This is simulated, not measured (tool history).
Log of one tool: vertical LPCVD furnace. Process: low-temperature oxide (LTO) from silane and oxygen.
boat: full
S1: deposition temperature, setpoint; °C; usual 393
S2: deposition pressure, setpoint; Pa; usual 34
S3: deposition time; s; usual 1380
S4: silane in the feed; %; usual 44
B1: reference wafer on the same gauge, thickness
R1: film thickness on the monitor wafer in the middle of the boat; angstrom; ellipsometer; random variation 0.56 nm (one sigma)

run 1 hour=0 | S1=393 S2=28.7 S3=1380 S4=44 | B1=241.04 | R1=2067.2
run 2 hour=50.3 | S1=393 S2=28.7 S3=1380 S4=44 | B1=240.92 | R1=2073.8
run 3 hour=96.5 | S1=393 S2=34 S3=1380 S4=44 | B1=241.01 | R1=2443.4
run 4 hour=157.7 | S1=393 S2=38.7 S3=1170 S4=44 | B1=241.02 | R1=2334.8
run 5 hour=222.8 | S1=393 S2=38.7 S3=1170 S4=44 | B1=240.87 | R1=2344.4
run 6 hour=324.6 | S1=393 S2=38.7 S3=1170 S4=44 | B1=240.98 | R1=2342.1
run 7 hour=572.1 | S1=393 S2=34 S3=1380 S4=44 | B1=241.18 | R1=2462.3
-- hour=625.5 pressure gauge zeroed
run 8 hour=637.2 | S1=393 S2=34 S3=1380 S4=44 | B1=240.86 | R1=2336
run 9 hour=722.3 | S1=393 S2=34 S3=1380 S4=44 | B1=240.99 | R1=2351.4
-- hour=749.7 thermocouples replaced and temperature profile calibrated
run 10 hour=791.7 | S1=393 S2=34 S3=1380 S4=44 | B1=241.04 | R1=2244.4
run 11 hour=861.2 | S1=393 S2=34 S3=1380 S4=44 | B1=241 | R1=2258
run 12 hour=900.9 | S1=393 S2=34 S3=1080 S4=49 | B1=241.02 | R1=1964.9
run 13 hour=960.4 | S1=393 S2=34 S3=1080 S4=49 | B1=241.05 | R1=1969.6
run 14 hour=1016.7 | S1=393 S2=34 S3=1380 S4=44 | B1=241.1 | R1=2273
-- hour=1095.6 silane flow controller replaced
run 15 hour=1119.6 | S1=393 S2=34 S3=1380 S4=41 | B1=241.03 | R1=2097.2
run 16 hour=1186.3 | S1=382 S2=29.3 S3=1380 S4=44 | B1=241.02 | R1=1732.1
run 17 hour=1292.8 | S1=393 S2=42 S3=1380 S4=40 | B1=240.84 | R1=2517.2
-- hour=1342.4 gauge calibrated
run 18 hour=1380.2 | S1=393 S2=26 S3=1380 S4=49 | B1=241.07 | R1=1956.3

Forecast run 19:
run 19 hour=1468.9 | S1=393 S2=34 S3=1380 S4=44 | B1=? | R1=?

{"run 19": {"B1": 240.98, "R1": 2295.8}}
Without the tool's hidden state the same run would have given R1 2251.7 angstrom.
